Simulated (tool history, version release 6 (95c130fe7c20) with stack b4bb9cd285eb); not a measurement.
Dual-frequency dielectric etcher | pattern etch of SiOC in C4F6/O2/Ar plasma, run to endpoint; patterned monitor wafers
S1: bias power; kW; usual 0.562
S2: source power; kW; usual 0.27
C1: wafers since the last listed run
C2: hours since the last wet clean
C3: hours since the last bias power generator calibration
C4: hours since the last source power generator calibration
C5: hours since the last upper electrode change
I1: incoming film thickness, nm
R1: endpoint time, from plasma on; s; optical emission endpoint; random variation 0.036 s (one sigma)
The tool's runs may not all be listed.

run,day,S1,S2,C1,C2,C3,C4,C5,I1,R1
1,0,0.562,0.31,0,158.7,2626,3388.8,3242.8,29.02,11.8
2,1.183,0.562,0.27,347,187.1,2654.4,3417.2,3271.2,29.33,12.4
3,1.942,0.562,0.27,222,205.3,2672.6,3435.4,3289.4,29.28,12.4
4,3.308,0.562,0.27,401,238.1,2705.4,3468.2,3322.2,29.14,12.4
5,4.688,0.562,0.27,405,271.2,2738.5,3501.3,3355.3,29.09,12.4
6,6.012,0.562,0.27,389,303,2770.3,3533.1,3387.1,29.09,12.5
7,7.325,0.531,0.24,385,334.5,2801.8,3564.6,3418.6,29.06,13.3
8,8.571,0.531,0.24,366,364.4,2831.7,3594.5,3448.5,29.03,13.3
# day 10.017: wet clean of the chamber
9,10.038,0.521,0.27,137,0.5,2866.9,3629.7,3483.7,29.41,12.9
10,10.421,0.521,0.27,112,9.7,2876.1,3638.9,3492.9,28.93,12.7
11,11.433,0.521,0.27,297,34,2900.4,3663.2,3517.2,28.99,12.7
# day 13.438: bias power generator calibrated
12,13.6,0.427,0.24,587,86,3.9,3715.2,3569.2,29.54,15.1
# day 15.071: source power generator calibrated
# day 15.35: upper electrode replaced
13,15.371,0.689,0.34,389,128.5,46.4,7.2,0.5,29.15,10.4
14,15.479,0.562,0.27,31,131.1,49,9.8,3.1,29.14,12.4
15,16.188,0.516,0.27,208,148.1,66,26.8,20.1,29.27,13
16,17.379,0.45,0.21,350,176.7,94.6,55.4,48.7,29.6,15.4
17,18.833,0.562,0.27,427,211.6,129.5,90.3,83.6,29.41,12.6
18,19.6,0.562,0.34,225,230,147.9,108.7,102,29.31,11.8
19,20.496,0.531,0.24,263,251.5,169.4,130.2,123.5,29.27,13.4
20,21.238,0.669,0.23,217,269.3,187.2,148,141.3,29.36,12
21,22.65,0.531,0.24,415,303.2,221.1,181.9,175.2,29.21,13.5
22,23.567,0.471,0.23,269,325.2,243.1,203.9,197.2,29.18,14.6

Hidden state or all else? Some run-to-run changes of R1, split into what the settings, what came in and random variation would give without the hidden state, and what is left for the hidden state (with any gauge scatter that isn't in both results):
The hidden state here: etch rate over this chamber's usual, %; bias power that arrives over what is set, %; source power that arrives over what is set, %.
Run 8 -> 9: S1 0.531 -> 0.521, S2 0.24 -> 0.27, wet clean of the chamber. R1 -0.4 s: hidden state -0.3, all else -0.1.
Run 12 -> 13: S1 0.427 -> 0.689, S2 0.24 -> 0.34, source power generator calibrated, upper electrode replaced. R1 -4.7 s: hidden state +0, all else -4.7.
Run 15 -> 16: S1 0.516 -> 0.45, S2 0.27 -> 0.21. R1 +2.4 s: hidden state +0.2, all else +2.2.
Run 16 -> 17: S1 0.45 -> 0.562, S2 0.21 -> 0.27. R1 -2.8 s: hidden state +0, all else -2.8.
